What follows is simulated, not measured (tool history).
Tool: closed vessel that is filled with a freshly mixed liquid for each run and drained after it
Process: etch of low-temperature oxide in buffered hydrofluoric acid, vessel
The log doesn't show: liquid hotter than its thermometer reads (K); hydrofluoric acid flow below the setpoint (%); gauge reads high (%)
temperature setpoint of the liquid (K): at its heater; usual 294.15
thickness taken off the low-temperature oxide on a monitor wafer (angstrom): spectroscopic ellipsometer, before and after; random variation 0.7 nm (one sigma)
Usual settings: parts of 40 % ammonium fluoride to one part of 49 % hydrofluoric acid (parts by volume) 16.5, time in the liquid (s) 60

run,hour,temperature setpoint of the liquid (K),parts of 40 % ammonium fluoride to one part of 49 % hydrofluoric acid (parts by volume),time in the liquid (s),wafers since the last listed run,hours since the thermometer was replaced,hours since the hydrofluoric acid flow meter was replaced,hours since the gauge calibration,"read-back film thickness of the low-temperature oxide reference wafer, read on the same gauge (nm)",thickness taken off the low-temperature oxide on a monitor wafer (angstrom)
1,0,294.15,16.5,45,0,614.4,1557.4,529.7,149.99,557
2,97.5,294.15,16.5,50,6884,711.9,1654.9,627.2,150.02,619.9
3,120.2,294.15,16.5,50,1602,734.6,1677.6,649.9,150.03,624.9
4,142,294.15,16.5,60,1539,756.4,1699.4,671.7,149.98,758.6
5,163.1,294.15,16.5,60,1489,777.5,1720.5,692.8,150,744.6
6,192.9,294.15,16.5,60,2104,807.3,1750.3,722.6,150,750.1
7,221.4,291.65,16.5,60,2012,835.8,1778.8,751.1,149.99,652.7
8,240.6,291.65,16.5,60,1355,855,1798,770.3,149.98,654.6
9,253.7,296.15,16.5,60,925,868.1,1811.1,783.4,150,830.5
# hour 272.4: gauge calibrated
10,289.4,294.15,16.5,75,2520,903.8,1846.8,17,150,923
11,310.7,294.15,16.5,60,1504,925.1,1868.1,38.3,149.99,752.1
12,323,294.15,16.5,60,868,937.4,1880.4,50.6,149.97,731.2
13,347.7,294.15,16.5,60,1744,962.1,1905.1,75.3,150.01,746.4
14,366.1,294.15,16.5,60,1299,980.5,1923.5,93.7,150.02,745.4
15,401.5,294.15,16.5,60,2499,1015.9,1958.9,129.1,149.99,752.7
16,422.4,290.15,20,60,1475,1036.8,1979.8,150,150.01,501.7
# hour 429.5: thermometer replaced
17,466.7,294.15,16.5,30,3057,37.2,2024.1,194.3,150,366.2
18,547.1,291.15,16.5,40,5677,117.6,2104.5,274.7,150.02,413.9
19,567.9,294.15,16.5,60,1468,138.4,2125.3,295.5,149.99,724.6
20,581.8,294.15,16.5,60,981,152.3,2139.2,309.4,150,730.5
# hour 594: hydrofluoric acid flow meter replaced
21,609.6,294.15,20.5,60,1892,180.1,15.6,337.2,150,656.3
22,633.6,292.15,11,45,1694,204.1,39.6,361.2,149.98,813.7
23,648.9,292.65,16.5,60,1080,219.4,54.9,376.5,150,739.5
24,661.2,294.15,16.5,90,868,231.7,67.2,388.8,150,1225.4
25,702.2,294.15,16.5,60,2895,272.7,108.2,429.8,149.99,796.5
26,718.1,294.15,16.5,30,1122,288.6,124.1,445.7,149.99,406.5
27,737.4,296.15,21.5,80,1362,307.9,143.4,465,149.99,944.2
28,753.9,294.15,20,90,1165,324.4,159.9,481.5,150.01,1022
29,782,294.15,18.5,60,1984,352.5,188,509.6,149.99,725.1
30,795.1,296.15,14.5,30,925,365.6,201.1,522.7,150,513.7
31,822.3,298.15,10,85,1920,392.8,228.3,549.9,150,2318.8

Forecast each of these 5 alternatives for the next run:
A,823,294.15,12,60,49,393.5,229,550.6,?,?
B,823,290.15,19,60,49,393.5,229,550.6,?,?
C,823,294.15,20,60,49,393.5,229,550.6,?,?
D,823,296.65,18.5,30,49,393.5,229,550.6,?,?
E,823,297.15,16.5,60,49,393.5,229,550.6,?,?

run,"read-back film thickness of the low-temperature oxide reference wafer, read on the same gauge (nm)",thickness taken off the low-temperature oxide on a monitor wafer (angstrom)
A,150,1122.7
B,150,569.9
C,150,682.6
D,150,421.1
E,150,969.1
Without the tool's hidden state the same runs would have given:
run,thickness taken off the low-temperature oxide on a monitor wafer (angstrom)
A,1141.5
B,579.5
C,690.6
D,428.2
E,985.3
